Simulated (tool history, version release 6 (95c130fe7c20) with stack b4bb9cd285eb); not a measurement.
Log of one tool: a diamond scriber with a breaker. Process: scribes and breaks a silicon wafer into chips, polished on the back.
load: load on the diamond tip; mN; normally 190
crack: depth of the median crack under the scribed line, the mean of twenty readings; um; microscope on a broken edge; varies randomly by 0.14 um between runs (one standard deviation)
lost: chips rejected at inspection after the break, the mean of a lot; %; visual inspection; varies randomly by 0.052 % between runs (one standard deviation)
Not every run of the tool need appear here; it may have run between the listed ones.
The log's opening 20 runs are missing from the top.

run	day	load	wafers since the last listed run	hours since the diamond tip was replaced	hours since the load on the tip was calibrated	incoming depth of the damage left on the back of the incoming wafer, um	crack	lost
21	10	213	30	967.2	99	0.05	9.71	3.3
22	10.504	190	25	979.3	111.1	0.03	9.1	5.11
23	10.942	219	22	989.8	121.6	0.02	9.81	2.58
# day 11.167: diamond tip replaced by a new one
24	11.254	151	11	2.1	129.1	0.02	10.32	2.52
25	11.754	164	25	14.1	141.1	0.05	10.49	1.75
26	12.471	190	36	31.3	158.3	0.05	11.34	1.05
27	12.779	169	15	38.7	165.7	0.01	10.36	1.75
28	13.188	210	20	48.5	175.5	0.05	11.94	1.02
29	13.733	213	27	61.6	188.6	0.01	11.99	1.01
30	14.721	234	50	85.3	212.3	0.01	12.18	1.47
31	15.367	207	32	100.8	227.8	0.04	11.39	1.04
32	15.783	172	21	110.8	237.8	0.02	10.23	1.92
33	16.529	154	38	128.7	255.7	0.01	9.48	4.04
34	17.046	222	26	141.1	268.1	0.05	11.67	1.03

Consider 4 possible next runs. They are alternatives, not a sequence: every one starts from the tool as it was left by run 34. What does each give?
A	17.075	190	1	141.8	268.8	0.03	?	?
B	17.075	236	1	141.8	268.8	0.03	?	?
C	17.075	243	1	141.8	268.8	0.03	?	?
D	17.075	218	1	141.8	268.8	0.03	?	?

run	crack	lost
A	10.66	1.25
B	12.1	1.19
C	12.31	1.38
D	11.55	0.91
What these runs would have given with no unlogged condition in the tool:
run	crack	lost
A	11.39	0.9
B	12.93	2.17
C	13.16	2.54
D	12.34	1.41
